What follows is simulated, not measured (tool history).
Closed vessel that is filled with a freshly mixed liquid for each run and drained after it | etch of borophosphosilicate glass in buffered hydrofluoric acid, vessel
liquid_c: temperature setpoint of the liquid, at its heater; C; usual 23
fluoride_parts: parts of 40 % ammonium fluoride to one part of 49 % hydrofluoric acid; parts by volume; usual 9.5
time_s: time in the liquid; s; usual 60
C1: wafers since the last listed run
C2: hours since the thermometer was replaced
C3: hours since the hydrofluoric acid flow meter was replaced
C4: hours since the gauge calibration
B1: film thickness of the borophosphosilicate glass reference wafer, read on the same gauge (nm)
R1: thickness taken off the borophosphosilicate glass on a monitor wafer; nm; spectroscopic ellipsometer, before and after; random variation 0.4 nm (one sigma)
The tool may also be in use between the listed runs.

{"run": 1, "hour": 0.0, "liquid_c": 23, "fluoride_parts": 9.5, "time_s": 60, "C1": 0, "C2": 1735, "C3": 2448.4, "C4": 389, "B1": 129.97, "R1": 110.37}
{"run": 2, "hour": 26.8, "liquid_c": 23, "fluoride_parts": 9.5, "time_s": 60, "C1": 3252, "C2": 1761.8, "C3": 2475.2, "C4": 415.8, "B1": 130.03, "R1": 110.31}
{"run": 3, "hour": 55.4, "liquid_c": 23, "fluoride_parts": 8.5, "time_s": 60, "C1": 3471, "C2": 1790.4, "C3": 2503.8, "C4": 444.4, "B1": 129.93, "R1": 122.17}
{"run": 4, "hour": 72.4, "liquid_c": 23, "fluoride_parts": 8.5, "time_s": 60, "C1": 2063, "C2": 1807.4, "C3": 2520.8, "C4": 461.4, "B1": 129.99, "R1": 122.48}
{"run": 5, "hour": 91.6, "liquid_c": 21.5, "fluoride_parts": 9.5, "time_s": 60, "C1": 2330, "C2": 1826.6, "C3": 2540, "C4": 480.6, "B1": 130.01, "R1": 102.46}
{"run": 6, "hour": 121.2, "liquid_c": 23, "fluoride_parts": 9.5, "time_s": 60, "C1": 3592, "C2": 1856.2, "C3": 2569.6, "C4": 510.2, "B1": 129.97, "R1": 111.59}
{"run": 7, "hour": 136.7, "liquid_c": 23, "fluoride_parts": 9.5, "time_s": 60, "C1": 1881, "C2": 1871.7, "C3": 2585.1, "C4": 525.7, "B1": 130.02, "R1": 111.46}
{"run": 8, "hour": 149.2, "liquid_c": 23, "fluoride_parts": 9.5, "time_s": 60, "C1": 1517, "C2": 1884.2, "C3": 2597.6, "C4": 538.2, "B1": 130.02, "R1": 110.51}
{"run": 9, "hour": 183.7, "liquid_c": 20, "fluoride_parts": 9.5, "time_s": 90, "C1": 4187, "C2": 1918.7, "C3": 2632.1, "C4": 572.7, "B1": 129.99, "R1": 141.98}
{"run": 10, "hour": 214.1, "liquid_c": 26.5, "fluoride_parts": 13, "time_s": 75, "C1": 3689, "C2": 1949.1, "C3": 2662.5, "C4": 603.1, "B1": 130.02, "R1": 126.34}
{"run": 11, "hour": 228.0, "liquid_c": 23, "fluoride_parts": 9.5, "time_s": 60, "C1": 1687, "C2": 1963, "C3": 2676.4, "C4": 617, "B1": 130.02, "R1": 111.01}
{"run": 12, "hour": 245.7, "liquid_c": 20, "fluoride_parts": 9.5, "time_s": 60, "C1": 2148, "C2": 1980.7, "C3": 2694.1, "C4": 634.7, "B1": 130.01, "R1": 94.9}
{"run": 13, "hour": 264.1, "liquid_c": 23, "fluoride_parts": 9.5, "time_s": 35, "C1": 2233, "C2": 1999.1, "C3": 2712.5, "C4": 653.1, "B1": 130.01, "R1": 65.52}
{"hour": 276.1, "done": "hydrofluoric acid flow meter replaced"}
{"run": 14, "hour": 295.6, "liquid_c": 23, "fluoride_parts": 9.5, "time_s": 60, "C1": 3701, "C2": 2030.6, "C3": 19.5, "C4": 684.6, "B1": 130.05, "R1": 110.96}
{"run": 15, "hour": 307.8, "liquid_c": 23, "fluoride_parts": 9.5, "time_s": 95, "C1": 1480, "C2": 2042.8, "C3": 31.7, "C4": 696.8, "B1": 130.03, "R1": 178.31}
{"run": 16, "hour": 341.9, "liquid_c": 23, "fluoride_parts": 13, "time_s": 85, "C1": 4138, "C2": 2076.9, "C3": 65.8, "C4": 730.9, "B1": 130.01, "R1": 118.27}
{"hour": 345.4, "done": "thermometer replaced"}
{"run": 17, "hour": 370.5, "liquid_c": 23, "fluoride_parts": 9.5, "time_s": 70, "C1": 3349, "C2": 25.1, "C3": 94.4, "C4": 759.5, "B1": 129.95, "R1": 121.79}
{"run": 18, "hour": 383.4, "liquid_c": 23, "fluoride_parts": 9.5, "time_s": 30, "C1": 1565, "C2": 38, "C3": 107.3, "C4": 772.4, "B1": 129.99, "R1": 52.08}
{"run": 19, "hour": 397.7, "liquid_c": 24.5, "fluoride_parts": 11, "time_s": 60, "C1": 1735, "C2": 52.3, "C3": 121.6, "C4": 786.7, "B1": 129.97, "R1": 99.74}
{"run": 20, "hour": 410.8, "liquid_c": 27.5, "fluoride_parts": 9.5, "time_s": 60, "C1": 1589, "C2": 65.4, "C3": 134.7, "C4": 799.8, "B1": 129.97, "R1": 132.86}
{"run": 21, "hour": 429.0, "liquid_c": 26.5, "fluoride_parts": 7, "time_s": 75, "C1": 2208, "C2": 83.6, "C3": 152.9, "C4": 818, "B1": 129.98, "R1": 213.89}
{"hour": 441.2, "done": "gauge calibrated"}
{"run": 22, "hour": 461.5, "liquid_c": 23, "fluoride_parts": 9.5, "time_s": 60, "C1": 3944, "C2": 116.1, "C3": 185.4, "C4": 20.3, "B1": 130.04, "R1": 104.08}
{"run": 23, "hour": 486.9, "liquid_c": 20.5, "fluoride_parts": 7.5, "time_s": 30, "C1": 3082, "C2": 141.5, "C3": 210.8, "C4": 45.7, "B1": 129.99, "R1": 57.74}
{"run": 24, "hour": 587.2, "liquid_c": 21, "fluoride_parts": 13.5, "time_s": 70, "C1": 12173, "C2": 241.8, "C3": 311.1, "C4": 146, "B1": 130.02, "R1": 78.57}
{"run": 25, "hour": 607.3, "liquid_c": 20.5, "fluoride_parts": 9.5, "time_s": 60, "C1": 2439, "C2": 261.9, "C3": 331.2, "C4": 166.1, "B1": 129.98, "R1": 91.32}
{"run": 26, "hour": 640.6, "liquid_c": 23, "fluoride_parts": 9.5, "time_s": 50, "C1": 4041, "C2": 295.2, "C3": 364.5, "C4": 199.4, "B1": 130.01, "R1": 87.86}
{"run": 27, "hour": 712.4, "liquid_c": 23, "fluoride_parts": 9.5, "time_s": 60, "C1": 8714, "C2": 367, "C3": 436.3, "C4": 271.2, "B1": 129.98, "R1": 105.57}
{"run": 28, "hour": 728.3, "liquid_c": 26, "fluoride_parts": 9.5, "time_s": 60, "C1": 1929, "C2": 382.9, "C3": 452.2, "C4": 287.1, "B1": 130.01, "R1": 123.64}
{"run": 29, "hour": 748.9, "liquid_c": 19.5, "fluoride_parts": 11, "time_s": 95, "C1": 2500, "C2": 403.5, "C3": 472.8, "C4": 307.7, "B1": 130, "R1": 121.01}
{"run": 30, "hour": 808.8, "liquid_c": 23, "fluoride_parts": 9.5, "time_s": 60, "C1": 7270, "C2": 463.4, "C3": 532.7, "C4": 367.6, "B1": 129.99, "R1": 105.62}
{"run": 31, "hour": 826.6, "liquid_c": 26.5, "fluoride_parts": 9.5, "time_s": 70, "C1": 2160, "C2": 481.2, "C3": 550.5, "C4": 385.4, "B1": 130.01, "R1": 150.13}

4 ways to go on from here, each from the tool as it stands after run 31. What would each give?
{"run": "A", "hour": 827.3, "liquid_c": 23, "fluoride_parts": 7.5, "time_s": 60, "C1": 84, "C2": 481.9, "C3": 551.2, "C4": 386.1, "B1": "?", "R1": "?"}
{"run": "B", "hour": 827.3, "liquid_c": 23, "fluoride_parts": 11, "time_s": 60, "C1": 84, "C2": 481.9, "C3": 551.2, "C4": 386.1, "B1": "?", "R1": "?"}
{"run": "C", "hour": 827.3, "liquid_c": 23, "fluoride_parts": 12.5, "time_s": 40, "C1": 84, "C2": 481.9, "C3": 551.2, "C4": 386.1, "B1": "?", "R1": "?"}
{"run": "D", "hour": 827.3, "liquid_c": 19.5, "fluoride_parts": 13.5, "time_s": 45, "C1": 84, "C2": 481.9, "C3": 551.2, "C4": 386.1, "B1": "?", "R1": "?"}

run=A B1=130.01 R1=133.95
run=B B1=130.01 R1=93.41
run=C B1=130.01 R1=54.92
run=D B1=130.01 R1=47.27
Without the tool's hidden state the same runs would have given:
run=A R1=131.72
run=B R1=91.86
run=C R1=54
run=D R1=46.47

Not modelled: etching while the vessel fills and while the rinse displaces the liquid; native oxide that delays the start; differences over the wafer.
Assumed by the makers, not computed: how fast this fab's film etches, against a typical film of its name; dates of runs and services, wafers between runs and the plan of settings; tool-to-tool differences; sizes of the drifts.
